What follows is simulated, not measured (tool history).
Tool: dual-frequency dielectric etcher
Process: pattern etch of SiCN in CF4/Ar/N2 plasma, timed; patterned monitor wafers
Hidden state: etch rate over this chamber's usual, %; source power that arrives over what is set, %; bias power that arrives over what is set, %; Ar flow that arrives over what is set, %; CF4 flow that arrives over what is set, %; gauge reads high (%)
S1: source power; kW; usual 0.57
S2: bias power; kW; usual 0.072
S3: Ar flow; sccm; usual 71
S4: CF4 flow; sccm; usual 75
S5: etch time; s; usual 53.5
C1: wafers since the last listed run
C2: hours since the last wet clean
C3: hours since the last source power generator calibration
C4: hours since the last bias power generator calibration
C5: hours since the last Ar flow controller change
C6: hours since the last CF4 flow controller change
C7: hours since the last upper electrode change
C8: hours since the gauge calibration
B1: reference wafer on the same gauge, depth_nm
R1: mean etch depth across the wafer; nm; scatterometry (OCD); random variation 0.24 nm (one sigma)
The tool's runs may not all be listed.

run	hour	S1	S2	S3	S4	S5	C1	C2	C3	C4	C5	C6	C7	C8	B1	R1
1	0	0.57	0.072	77	75	53.5	0	182.2	3597.1	1091.1	2119.1	5192.1	3796.6	284.2	61.8	65.7
2	69.7	0.57	0.072	77	75	53.5	1119	251.9	3666.8	1160.8	2188.8	5261.8	3866.3	353.9	61.8	65.9
3	113.2	0.57	0.072	77	75	53.5	698	295.4	3710.3	1204.3	2232.3	5305.3	3909.8	397.4	61.8	65.4
4	155.8	0.57	0.072	71	75	53.5	684	338	3752.9	1246.9	2274.9	5347.9	3952.4	440	61.6	66.1
# hour 223.1: wet clean of the chamber
5	223.6	0.57	0.072	71	75	42.5	703	0.5	3820.7	1314.7	2342.7	5415.7	4020.2	507.8	61.5	52.6
6	263.4	0.57	0.072	71	89	53.5	639	40.3	3860.5	1354.5	2382.5	5455.5	4060	547.6	61.4	67.2
# hour 284.4: CF4 flow controller replaced
7	331.9	0.57	0.072	71	89	53.5	1003	108.8	3929	1423	2451	47.5	4128.5	616.1	61.4	66.6
8	368.8	0.57	0.072	71	89	53.5	592	145.7	3965.9	1459.9	2487.9	84.4	4165.4	653	61.3	66.7
# hour 398.1: Ar flow controller replaced
9	414.4	0.57	0.072	71	85	53.5	635	191.3	4011.5	1505.5	16.3	130	4211	698.6	61.1	66.4
# hour 427.4: source power generator calibrated
10	446.7	0.57	0.072	71	85	53.5	454	223.6	19.3	1537.8	48.6	162.3	4243.3	730.9	61	66.5
# hour 487.5: bias power generator calibrated
11	495.5	0.57	0.072	71	75	53.5	719	272.4	68.1	8	97.4	211.1	4292.1	779.7	61	65.4
12	529.4	0.57	0.063	71	86	53.5	544	306.3	102	41.9	131.3	245	4326	813.6	61	64
13	569.4	0.57	0.087	71	75	66	642	346.3	142	81.9	171.3	285	4366	853.6	60.8	85.1
# hour 624.6: wet clean of the chamber
14	625.1	0.57	0.072	71	82	68	509	0.5	197.7	137.6	227	340.7	4421.7	909.3	60.8	84
# hour 654.9: upper electrode replaced
15	655.4	0.62	0.065	71	75	40	101	30.8	228	167.9	257.3	371	0.5	939.6	60.7	52
16	663.3	0.52	0.072	63	75	53.5	126	38.7	235.9	175.8	265.2	378.9	8.4	947.5	60.8	60
# hour 668.6: gauge calibrated
17	699.9	0.57	0.072	71	75	53.5	587	75.3	272.5	212.4	301.8	415.5	45	31.3	62.7	67.2

The next listed run, before its measurement:
18	731.7	0.57	0.072	71	75	53.5	510	107.1	304.3	244.2	333.6	447.3	76.8	63.1	?	?

B1: 62.7
R1: 67.6 nm
Without the tool's hidden state the same run would have given R1 67.6 nm.

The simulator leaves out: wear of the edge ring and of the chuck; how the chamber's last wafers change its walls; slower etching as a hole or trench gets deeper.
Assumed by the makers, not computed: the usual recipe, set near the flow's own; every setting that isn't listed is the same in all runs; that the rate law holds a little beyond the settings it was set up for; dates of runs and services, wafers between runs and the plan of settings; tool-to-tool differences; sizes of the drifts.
